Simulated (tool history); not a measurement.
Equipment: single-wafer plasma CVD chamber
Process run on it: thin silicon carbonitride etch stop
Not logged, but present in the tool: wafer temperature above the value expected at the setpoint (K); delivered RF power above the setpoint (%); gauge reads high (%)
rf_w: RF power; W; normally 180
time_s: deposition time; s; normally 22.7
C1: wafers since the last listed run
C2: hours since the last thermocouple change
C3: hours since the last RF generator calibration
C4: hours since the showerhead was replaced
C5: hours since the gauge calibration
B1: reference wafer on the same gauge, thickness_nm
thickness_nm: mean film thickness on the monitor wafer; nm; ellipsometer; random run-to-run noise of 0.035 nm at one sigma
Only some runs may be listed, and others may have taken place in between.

Run 1, hour 0.0: usual settings but time_s 25.4 s; C1 0; C2 790.0; C3 1049.9; C4 2923.9; C5 387.2; B1 14.701. Result: thickness_nm 14.842 nm.
Run 2, hour 46.1: usual settings but time_s 25.4 s; C1 1139; C2 836.1; C3 1096.0; C4 2970.0; C5 433.3; B1 14.713. Result: thickness_nm 14.799 nm.
Run 3, hour 116.5: usual settings but time_s 25.4 s; C1 1739; C2 906.5; C3 1166.4; C4 3040.4; C5 503.7; B1 14.703. Result: thickness_nm 14.874 nm.
Run 4, hour 165.2: usual settings; C1 1203; C2 955.2; C3 1215.1; C4 3089.1; C5 552.4; B1 14.695. Result: thickness_nm 13.241 nm.
Run 5, hour 211.7: usual settings but rf_w 175 W; C1 1149; C2 1001.7; C3 1261.6; C4 3135.6; C5 598.9; B1 14.698. Result: thickness_nm 13.156 nm.
Run 6, hour 279.8: usual settings but rf_w 205 W, time_s 20.0 s; C1 1682; C2 1069.8; C3 1329.7; C4 3203.7; C5 667.0; B1 14.706. Result: thickness_nm 11.990 nm.
Run 7, hour 349.6: usual settings but rf_w 205 W, time_s 20.0 s; C1 1724; C2 1139.6; C3 1399.5; C4 3273.5; C5 736.8; B1 14.694. Result: thickness_nm 11.975 nm.
Run 8, hour 409.1: usual settings; C1 1470; C2 1199.1; C3 1459.0; C4 3333.0; C5 796.3; B1 14.695. Result: thickness_nm 13.248 nm.
Run 9, hour 460.2: usual settings but time_s 20.1 s; C1 1262; C2 1250.2; C3 1510.1; C4 3384.1; C5 847.4; B1 14.684. Result: thickness_nm 11.731 nm.
Run 10, hour 496.0: usual settings but rf_w 165 W; C1 884; C2 1286.0; C3 1545.9; C4 3419.9; C5 883.2; B1 14.686. Result: thickness_nm 13.027 nm.
At hour 569.9: showerhead replaced.
Run 11, hour 599.3: usual settings but rf_w 165 W; C1 2354; C2 1389.3; C3 1649.2; C4 29.4; C5 986.5; B1 14.693. Result: thickness_nm 12.944 nm.
Run 12, hour 637.1: usual settings; C1 934; C2 1427.1; C3 1687.0; C4 67.2; C5 1024.3; B1 14.715. Result: thickness_nm 13.164 nm.
Run 13, hour 708.0: usual settings; C1 1752; C2 1498.0; C3 1757.9; C4 138.1; C5 1095.2; B1 14.693. Result: thickness_nm 13.166 nm.
Run 14, hour 733.4: usual settings; C1 627; C2 1523.4; C3 1783.3; C4 163.5; C5 1120.6; B1 14.696. Result: thickness_nm 13.185 nm.
Run 15, hour 760.9: usual settings; C1 679; C2 1550.9; C3 1810.8; C4 191.0; C5 1148.1; B1 14.712. Result: thickness_nm 13.221 nm.
Run 16, hour 794.7: usual settings; C1 835; C2 1584.7; C3 1844.6; C4 224.8; C5 1181.9; B1 14.690. Result: thickness_nm 13.152 nm.
Run 17, hour 864.9: usual settings but time_s 25.4 s; C1 1734; C2 1654.9; C3 1914.8; C4 295.0; C5 1252.1; B1 14.708. Result: thickness_nm 14.735 nm.
Run 18, hour 927.2: usual settings but rf_w 195 W, time_s 21.5 s; C1 1539; C2 1717.2; C3 1977.1; C4 357.3; C5 1314.4; B1 14.689. Result: thickness_nm 12.659 nm.
Run 19, hour 991.2: usual settings but rf_w 195 W, time_s 26.0 s; C1 1581; C2 1781.2; C3 2041.1; C4 421.3; C5 1378.4; B1 14.692. Result: thickness_nm 15.412 nm.
Run 20, hour 1019.1: usual settings but time_s 25.4 s; C1 689; C2 1809.1; C3 2069.0; C4 449.2; C5 1406.3; B1 14.680. Result: thickness_nm 14.743 nm.
Run 21, hour 1084.2: usual settings but time_s 27.2 s; C1 1608; C2 1874.2; C3 2134.1; C4 514.3; C5 1471.4; B1 14.694. Result: thickness_nm 15.757 nm.
Run 22, hour 1138.1: usual settings; C1 1331; C2 1928.1; C3 2188.0; C4 568.2; C5 1525.3; B1 14.702. Result: thickness_nm 13.204 nm.
Run 23, hour 1162.8: usual settings but rf_w 165 W, time_s 26.5 s; C1 610; C2 1952.8; C3 2212.7; C4 592.9; C5 1550.0; B1 14.684. Result: thickness_nm 15.049 nm.
At hour 1221.0: RF generator calibrated.
Run 24, hour 1231.8: usual settings but rf_w 210 W; C1 1507; C2 2021.8; C3 10.8; C4 661.9; C5 1619.0; B1 14.705. Result: thickness_nm 13.793 nm.
At hour 1233.4: gauge calibrated.
Run 25, hour 1279.7: usual settings but rf_w 155 W, time_s 20.2 s; C1 1183; C2 2069.7; C3 58.7; C4 709.8; C5 46.3; B1 14.701. Result: thickness_nm 11.499 nm.
Run 26, hour 1308.3: usual settings but rf_w 145 W, time_s 25.9 s; C1 706; C2 2098.3; C3 87.3; C4 738.4; C5 74.9; B1 14.693. Result: thickness_nm 14.609 nm.
At hour 1346.2: thermocouple changed; heater temperature recalibrated.
Run 27, hour 1349.9: usual settings but time_s 23.8 s; C1 830; C2 3.7; C3 128.9; C4 780.0; C5 116.5; B1 14.689. Result: thickness_nm 14.021 nm.
Run 28, hour 1417.4: usual settings but rf_w 205 W, time_s 24.3 s; C1 1667; C2 71.2; C3 196.4; C4 847.5; C5 184.0; B1 14.696. Result: thickness_nm 14.688 nm.
Run 29, hour 1457.9: usual settings; C1 1000; C2 111.7; C3 236.9; C4 888.0; C5 224.5; B1 14.687. Result: thickness_nm 13.329 nm.
Run 30, hour 1494.4: usual settings but rf_w 190 W; C1 901; C2 148.2; C3 273.4; C4 924.5; C5 261.0; B1 14.720. Result: thickness_nm 13.470 nm.
Run 31, hour 1540.5: usual settings; C1 1139; C2 194.3; C3 319.5; C4 970.6; C5 307.1; B1 14.696. Result: thickness_nm 13.398 nm.
Run 32, hour 1755.1: usual settings but rf_w 200 W, time_s 21.5 s; C1 5302; C2 408.9; C3 534.1; C4 1185.2; C5 521.7; B1 14.694. Result: thickness_nm 12.922 nm.

Hidden condition of the tool, last listed run before each entry between runs versus first listed run after:
Logged between run 10 and run 11: showerhead replaced (hour 569.9)
  delivered RF power above the setpoint (%): -5.66 -> -6
  measured value less the no-hidden-state value, thickness_nm: -0.167 -> -0.177 nm
Logged between run 23 and run 24: RF generator calibrated (hour 1221.0)
  delivered RF power above the setpoint (%): -7.83 -> -0.894
  measured value less the no-hidden-state value, thickness_nm: -0.271 -> -0.028 nm
Logged between run 24 and run 25: gauge calibrated (hour 1233.4)
  delivered RF power above the setpoint (%): -0.894 -> -1.05
  measured value less the no-hidden-state value, thickness_nm: -0.028 -> -0.027 nm
Logged between run 26 and run 27: thermocouple changed; heater temperature recalibrated (hour 1346.2)
  delivered RF power above the setpoint (%): -1.14 -> -1.28
  measured value less the no-hidden-state value, thickness_nm: -0.037 -> -0.040 nm
